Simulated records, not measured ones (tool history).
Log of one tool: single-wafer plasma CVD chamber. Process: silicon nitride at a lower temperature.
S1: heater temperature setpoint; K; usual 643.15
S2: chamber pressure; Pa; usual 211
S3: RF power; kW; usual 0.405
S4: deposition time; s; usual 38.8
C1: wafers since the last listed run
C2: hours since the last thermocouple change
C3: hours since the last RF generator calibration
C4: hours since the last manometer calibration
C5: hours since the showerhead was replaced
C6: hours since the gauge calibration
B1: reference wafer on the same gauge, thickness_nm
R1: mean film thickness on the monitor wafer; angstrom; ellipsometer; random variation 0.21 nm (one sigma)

| run | day | S1 | S2 | S3 | S4 | C1 | C2 | C3 | C4 | C5 | C6 | B1 | R1 |
|---|---|---|---|---|---|---|---|---|---|---|---|---|---|
| 1 | 0 | 643.15 | 211 | 0.405 | 38.8 | 0 | 1760.5 | 1350.9 | 2246.9 | 5788.7 | 327.6 | 63.661 | 535.22 |
| 2 | 0.733 | 643.15 | 211 | 0.405 | 38.8 | 366 | 1778.1 | 1368.5 | 2264.5 | 5806.3 | 345.2 | 63.542 | 534.97 |
|  | 1.188 | thermocouple changed; heater temperature recalibrated |
| 3 | 1.208 | 643.15 | 211 | 0.405 | 38.8 | 70 | 0.5 | 1379.9 | 2275.9 | 5817.7 | 356.6 | 63.577 | 535.34 |
| 4 | 1.396 | 643.15 | 211 | 0.405 | 38.8 | 93 | 5 | 1384.4 | 2280.4 | 5822.2 | 361.1 | 63.527 | 534.82 |
| 5 | 1.65 | 643.15 | 211 | 0.405 | 38.8 | 127 | 11.1 | 1390.5 | 2286.5 | 5828.3 | 367.2 | 63.665 | 532.73 |
| 6 | 1.946 | 643.15 | 211 | 0.405 | 38.8 | 147 | 18.2 | 1397.6 | 2293.6 | 5835.4 | 374.3 | 63.584 | 536.7 |
| 7 | 2.596 | 643.15 | 211 | 0.405 | 38.8 | 325 | 33.8 | 1413.2 | 2309.2 | 5851 | 389.9 | 63.57 | 531.55 |
| 8 | 2.979 | 643.15 | 185 | 0.405 | 42.5 | 191 | 43 | 1422.4 | 2318.4 | 5860.2 | 399.1 | 63.559 | 567.6 |
|  | 3.625 | gauge calibrated |
| 9 | 3.708 | 657.15 | 180 | 0.405 | 43.7 | 364 | 60.5 | 1439.9 | 2335.9 | 5877.7 | 2 | 63.572 | 577.46 |
|  | 4.554 | capacitance manometer re-zeroed and calibrated |
|  | 4.904 | showerhead replaced |
| 10 | 4.925 | 643.15 | 211 | 0.405 | 38.8 | 275 | 89.7 | 1469.1 | 8.9 | 0.5 | 31.2 | 63.629 | 534.88 |
| 11 | 4.938 | 656.15 | 211 | 0.405 | 33.1 | 6 | 90 | 1469.4 | 9.2 | 0.8 | 31.5 | 63.503 | 454.05 |
| 12 | 4.962 | 643.15 | 211 | 0.37 | 38.8 | 12 | 90.6 | 1470 | 9.8 | 1.4 | 32.1 | 63.615 | 503.88 |
| 13 | 5.471 | 630.15 | 211 | 0.34 | 38.8 | 254 | 102.8 | 1482.2 | 22 | 13.6 | 44.3 | 63.688 | 474.18 |
| 14 | 5.8 | 634.15 | 236 | 0.405 | 42.4 | 164 | 110.7 | 1490.1 | 29.9 | 21.5 | 52.2 | 63.548 | 601.04 |
|  | 6.221 | RF generator calibrated |
| 15 | 6.258 | 643.15 | 169 | 0.405 | 34 | 62 | 121.7 | 0.9 | 40.9 | 32.5 | 63.2 | 63.615 | 474.04 |
| 16 | 6.596 | 643.15 | 211 | 0.405 | 38.8 | 168 | 129.8 | 9 | 49 | 40.6 | 71.3 | 63.608 | 565.33 |
| 17 | 7.021 | 643.15 | 211 | 0.405 | 38.8 | 212 | 140 | 19.2 | 59.2 | 50.8 | 81.5 | 63.569 | 566.02 |
| 18 | 7.425 | 653.15 | 159 | 0.44 | 38.8 | 202 | 149.7 | 28.9 | 68.9 | 60.5 | 91.2 | 63.656 | 557.41 |

The next listed run, before its measurement:
| 19 | 7.962 | 643.15 | 211 | 0.405 | 38.8 | 268 | 162.6 | 41.8 | 81.8 | 73.4 | 104.1 | ? | ? |

{"run 19": {"B1": 63.599, "R1": 565.99}}
Without the tool's hidden state the same run would have given R1 570.89 angstrom.
